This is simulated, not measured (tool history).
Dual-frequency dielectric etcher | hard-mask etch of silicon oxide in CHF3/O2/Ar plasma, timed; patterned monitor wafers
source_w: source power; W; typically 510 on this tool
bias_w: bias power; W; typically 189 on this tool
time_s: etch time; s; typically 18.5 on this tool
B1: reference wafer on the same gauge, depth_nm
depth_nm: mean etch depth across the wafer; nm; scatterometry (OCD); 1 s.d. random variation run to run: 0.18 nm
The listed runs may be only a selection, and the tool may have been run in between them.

{"run": 1, "hour": 0.0, "source_w": 410, "bias_w": 178, "time_s": 18.5, "B1": 33.11, "depth_nm": 33.91}
{"run": 2, "hour": 34.1, "source_w": 410, "bias_w": 178, "time_s": 18.5, "B1": 33.12, "depth_nm": 33.51}
{"run": 3, "hour": 61.9, "source_w": 510, "bias_w": 189, "time_s": 18.5, "B1": 33.05, "depth_nm": 37.23}
{"run": 4, "hour": 90.7, "source_w": 510, "bias_w": 189, "time_s": 18.5, "B1": 33.1, "depth_nm": 36.92}
{"run": 5, "hour": 106.2, "source_w": 450, "bias_w": 218, "time_s": 20.5, "B1": 33.12, "depth_nm": 44.47}
{"run": 6, "hour": 136.8, "source_w": 510, "bias_w": 222, "time_s": 18.5, "B1": 33.08, "depth_nm": 41.56}
{"hour": 174.6, "done": "bias power generator calibrated"}
{"run": 7, "hour": 175.1, "source_w": 510, "bias_w": 189, "time_s": 18.5, "B1": 33.13, "depth_nm": 36.59}
{"run": 8, "hour": 193.4, "source_w": 510, "bias_w": 189, "time_s": 14, "B1": 33.12, "depth_nm": 27.57}
{"run": 9, "hour": 227.1, "source_w": 510, "bias_w": 189, "time_s": 18.5, "B1": 33.08, "depth_nm": 36.43}
{"hour": 252.7, "done": "gauge calibrated"}
{"run": 10, "hour": 254.0, "source_w": 390, "bias_w": 217, "time_s": 18.5, "B1": 33.09, "depth_nm": 37.84}
{"run": 11, "hour": 279.5, "source_w": 570, "bias_w": 152, "time_s": 18.5, "B1": 33.09, "depth_nm": 30.31}
{"run": 12, "hour": 314.7, "source_w": 570, "bias_w": 189, "time_s": 14, "B1": 33.14, "depth_nm": 28.02}
{"run": 13, "hour": 339.7, "source_w": 510, "bias_w": 189, "time_s": 18.5, "B1": 33.11, "depth_nm": 35.7}
{"hour": 371.3, "done": "wet clean of the chamber"}
{"run": 14, "hour": 371.8, "source_w": 510, "bias_w": 228, "time_s": 18.5, "B1": 33.12, "depth_nm": 43.85}
{"run": 15, "hour": 372.1, "source_w": 510, "bias_w": 171, "time_s": 18.5, "B1": 33.07, "depth_nm": 35.01}
{"run": 16, "hour": 389.5, "source_w": 600, "bias_w": 189, "time_s": 16, "B1": 33.1, "depth_nm": 33.85}
{"run": 17, "hour": 415.7, "source_w": 460, "bias_w": 148, "time_s": 16.5, "B1": 33.06, "depth_nm": 26.16}
{"run": 18, "hour": 430.2, "source_w": 390, "bias_w": 209, "time_s": 18.5, "B1": 33.13, "depth_nm": 38.09}
{"run": 19, "hour": 456.1, "source_w": 510, "bias_w": 189, "time_s": 20, "B1": 33.1, "depth_nm": 40.55}
{"run": 20, "hour": 479.9, "source_w": 630, "bias_w": 189, "time_s": 18.5, "B1": 33.07, "depth_nm": 39.02}
{"run": 21, "hour": 500.8, "source_w": 510, "bias_w": 189, "time_s": 18.5, "B1": 33.09, "depth_nm": 37.36}
{"run": 22, "hour": 539.6, "source_w": 620, "bias_w": 204, "time_s": 18.5, "B1": 33.09, "depth_nm": 41.14}
{"run": 23, "hour": 575.1, "source_w": 510, "bias_w": 189, "time_s": 18.5, "B1": 33.1, "depth_nm": 36.94}
{"run": 24, "hour": 647.7, "source_w": 420, "bias_w": 165, "time_s": 18.5, "B1": 33.12, "depth_nm": 31.04}
{"run": 25, "hour": 670.7, "source_w": 510, "bias_w": 189, "time_s": 18.5, "B1": 33.12, "depth_nm": 36.4}
{"run": 26, "hour": 692.2, "source_w": 510, "bias_w": 189, "time_s": 24, "B1": 33.09, "depth_nm": 47.24}
{"hour": 722.5, "done": "wet clean of the chamber"}
{"run": 27, "hour": 723.0, "source_w": 510, "bias_w": 189, "time_s": 18.5, "B1": 33.09, "depth_nm": 37.64}
{"run": 28, "hour": 755.2, "source_w": 510, "bias_w": 153, "time_s": 20.5, "B1": 33.1, "depth_nm": 34.65}
{"run": 29, "hour": 782.7, "source_w": 510, "bias_w": 189, "time_s": 18.5, "B1": 33.09, "depth_nm": 37.43}

Results for each run, recomputed without the tool's hidden state and with each run's random variation untouched:
Hidden state present: etch rate over this chamber's usual, %; source power that arrives over what is set, %; bias power that arrives over what is set, %; gauge reads high (%).
run=1 depth_nm=34.28
run=2 depth_nm=34.03
run=3 depth_nm=37.93
run=4 depth_nm=37.76
run=5 depth_nm=45.57
run=6 depth_nm=42.75
run=7 depth_nm=37.84
run=8 depth_nm=28.57
run=9 depth_nm=37.92
run=10 depth_nm=39.53
run=11 depth_nm=31.76
run=12 depth_nm=29.5
run=13 depth_nm=37.72
run=14 depth_nm=43.71
run=15 depth_nm=34.9
run=16 depth_nm=33.81
run=17 depth_nm=26.22
run=18 depth_nm=38.25
run=19 depth_nm=40.85
run=20 depth_nm=39.42
run=21 depth_nm=37.85
run=22 depth_nm=41.89
run=23 depth_nm=37.78
run=24 depth_nm=32.04
run=25 depth_nm=37.69
run=26 depth_nm=49.05
run=27 depth_nm=37.49
run=28 depth_nm=34.65
run=29 depth_nm=37.56

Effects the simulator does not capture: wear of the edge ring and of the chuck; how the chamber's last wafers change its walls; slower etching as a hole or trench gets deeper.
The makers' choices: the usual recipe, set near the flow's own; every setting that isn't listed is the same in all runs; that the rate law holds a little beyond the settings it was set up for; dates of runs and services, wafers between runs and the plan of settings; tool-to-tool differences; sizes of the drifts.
